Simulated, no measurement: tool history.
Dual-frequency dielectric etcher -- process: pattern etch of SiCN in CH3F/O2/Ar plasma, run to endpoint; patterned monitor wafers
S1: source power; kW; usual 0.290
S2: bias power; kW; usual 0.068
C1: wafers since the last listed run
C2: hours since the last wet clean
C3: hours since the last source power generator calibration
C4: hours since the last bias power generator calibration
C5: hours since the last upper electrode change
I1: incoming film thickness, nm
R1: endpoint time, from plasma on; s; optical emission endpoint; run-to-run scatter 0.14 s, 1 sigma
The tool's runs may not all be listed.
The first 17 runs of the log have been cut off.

run	hour	S1	S2	C1	C2	C3	C4	C5	I1	R1
# hour 1140.1: source power generator calibrated
18	1201.8	0.270	0.077	1181	95.4	61.7	2958.9	3741.5	8.20	26.0
19	1278.3	0.290	0.068	1051	171.9	138.2	3035.4	3818.0	8.13	26.0
20	1377.8	0.270	0.068	1368	271.4	237.7	3134.9	3917.5	8.19	27.3
21	1452.2	0.250	0.068	1022	345.8	312.1	3209.3	3991.9	8.23	28.0
22	1532.7	0.290	0.084	1106	426.3	392.6	3289.8	4072.4	8.10	24.7
# hour 1584.7: upper electrode replaced
23	1627.7	0.290	0.068	976	521.3	487.6	3384.8	43.0	8.18	26.2
24	1711.6	0.290	0.068	1153	605.2	571.5	3468.7	126.9	8.13	26.1
# hour 1758.5: wet clean of the chamber
25	1796.3	0.340	0.055	834	37.8	656.2	3553.4	211.6	8.18	26.2
# hour 1811.6: bias power generator calibrated
26	1888.3	0.290	0.068	1209	129.8	748.2	76.7	303.6	8.18	26.4
27	1968.7	0.240	0.083	1105	210.2	828.6	157.1	384.0	8.17	26.5
28	2015.6	0.350	0.068	644	257.1	875.5	204.0	430.9	8.25	24.8
29	2070.0	0.240	0.068	747	311.5	929.9	258.4	485.3	8.15	27.9
30	2111.0	0.240	0.075	563	352.5	970.9	299.4	526.3	8.12	27.2
31	2201.6	0.220	0.082	1245	443.1	1061.5	390.0	616.9	8.26	27.9
32	2245.3	0.290	0.068	600	486.8	1105.2	433.7	660.6	8.23	26.3
33	2351.7	0.290	0.058	1462	593.2	1211.6	540.1	767.0	8.23	27.4
# hour 2419.5: wet clean of the chamber
34	2452.2	0.240	0.085	1051	32.7	1312.1	640.6	867.5	8.23	26.7
35	2535.3	0.220	0.074	1142	115.8	1395.2	723.7	950.6	8.25	28.3

Below are 4 alternative next runs, each starting from the tool's condition after run 35. Predict each:
A	2535.7	0.290	0.068	5	116.2	1395.6	724.1	951.0	8.09	?
B	2535.7	0.220	0.075	5	116.2	1395.6	724.1	951.0	8.09	?
C	2535.7	0.290	0.078	5	116.2	1395.6	724.1	951.0	8.09	?
D	2535.7	0.330	0.056	5	116.2	1395.6	724.1	951.0	8.09	?

run	R1
A	26.0
B	27.9
C	25.1
D	25.9
Had the tool no hidden state, the same runs would have come out as:
run	R1
A	26.0
B	27.9
C	25.1
D	25.9
